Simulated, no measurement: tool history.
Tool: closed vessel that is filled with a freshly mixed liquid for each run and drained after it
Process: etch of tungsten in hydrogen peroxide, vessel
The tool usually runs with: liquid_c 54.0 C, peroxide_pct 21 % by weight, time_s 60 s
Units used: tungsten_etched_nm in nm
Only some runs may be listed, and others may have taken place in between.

run   hour  liquid_c  peroxide_pct  time_s  read-back film thickness of the tungsten reference wafer, read on the same gauge (nm)  tungsten_etched_nm
  1    0.0      54.0            21      60                                                                                  49.98              185.27
  2   22.6      54.0            21      60                                                                                  50.05              185.42
  3   45.5      54.0            21      60                                                                                  50.00              184.50
  4   64.9      54.0            21      60                                                                                  50.01              182.78
  5   98.5      54.0            21      40                                                                                  50.00              122.43
  6  113.6      54.0            21      40                                                                                  49.98              122.28
  7  140.1      54.0            21      40                                                                                  50.02              121.98
     140.2  -- gauge calibrated
  8  155.8      54.0            21      35                                                                                  50.00              107.21
  9  176.9      54.0            21      60                                                                                  50.03              183.20
 10  194.9      54.0            21      60                                                                                  50.00              181.94
 11  230.6      54.0            21      60                                                                                  49.99              182.76
 12  251.4      58.5            21      45                                                                                  50.01              178.14
 13  277.4      58.5            21      45                                                                                  49.97              178.33
     303.9  -- new drum of peroxide connected
 14  310.8      59.5            21      60                                                                                  50.01              261.55

Predict the results of run 15:
     319.2  -- peroxide flow meter replaced
 15  331.4      54.0            21      40                                                                                      ?                   ?

{"run 15": {"read-back film thickness of the tungsten reference wafer, read on the same gauge (nm)": 50.02, "tungsten_etched_nm": 126.21}}
With the hidden condition absent and the run-to-run variation left alone, this run would have shown tungsten_etched_nm 129.42 nm.
